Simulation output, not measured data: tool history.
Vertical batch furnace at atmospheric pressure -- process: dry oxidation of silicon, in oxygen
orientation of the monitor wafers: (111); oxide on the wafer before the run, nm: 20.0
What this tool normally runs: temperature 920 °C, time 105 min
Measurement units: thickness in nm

run	hour	temperature	time	wafers since the last listed run	hours since the last temperature calibration	hours since the boat lift was adjusted	hours since the gauge calibration	read-back reference wafer on the same gauge, thickness	thickness
1	0	920	105	0	2633.5	3629.3	212.1	61.89	66.97
2	216	920	105	2226	2849.5	3845.3	428.1	61.92	67.15
3	266.4	920	105	519	2899.9	3895.7	478.5	61.88	67.54
4	295.7	909	105	302	2929.2	3925	507.8	61.88	61.77
5	361.4	909	105	677	2994.9	3990.7	573.5	61.89	61.84
# hour 405: thermocouples replaced and temperature profile calibrated
# hour 432.3: boat lift adjusted
6	432.8	909	105	241	27.8	0.5	644.9	61.89	62.01
7	467.9	915	105	361	62.9	35.6	680	61.9	64.93
# hour 492.6: gauge calibrated
8	500.7	929	55.5	338	95.7	68.4	8.1	61.9	51.38
9	556.1	912	156	571	151.1	123.8	63.5	61.89	78.99
10	586.6	920	67	314	181.6	154.3	94	61.9	53.07
11	619.7	920	105	341	214.7	187.4	127.1	61.9	67.11
12	682.3	920	105	645	277.3	250	189.7	61.91	67
13	724.8	920	83	438	319.8	292.5	232.2	61.92	59.27
14	770.4	897	139	470	365.4	338.1	277.8	61.89	65.08

Predict each of these 5 candidate next runs independently; none follows another, all start after run 14:
A	776.2	920	105	59	371.2	343.9	283.6	?	?
B	776.2	930	91	59	371.2	343.9	283.6	?	?
C	776.2	942	54.5	59	371.2	343.9	283.6	?	?
D	776.2	943	128.5	59	371.2	343.9	283.6	?	?
E	776.2	920	86.5	59	371.2	343.9	283.6	?	?

run	read-back reference wafer on the same gauge, thickness	thickness
A	61.91	67.02
B	61.91	66.64
C	61.91	54.89
D	61.91	88.68
E	61.91	60.34
Take away the tool's hidden state, keep each run's random variation, and the runs would have read:
run	thickness
A	67.01
B	66.63
C	54.88
D	88.67
E	60.33
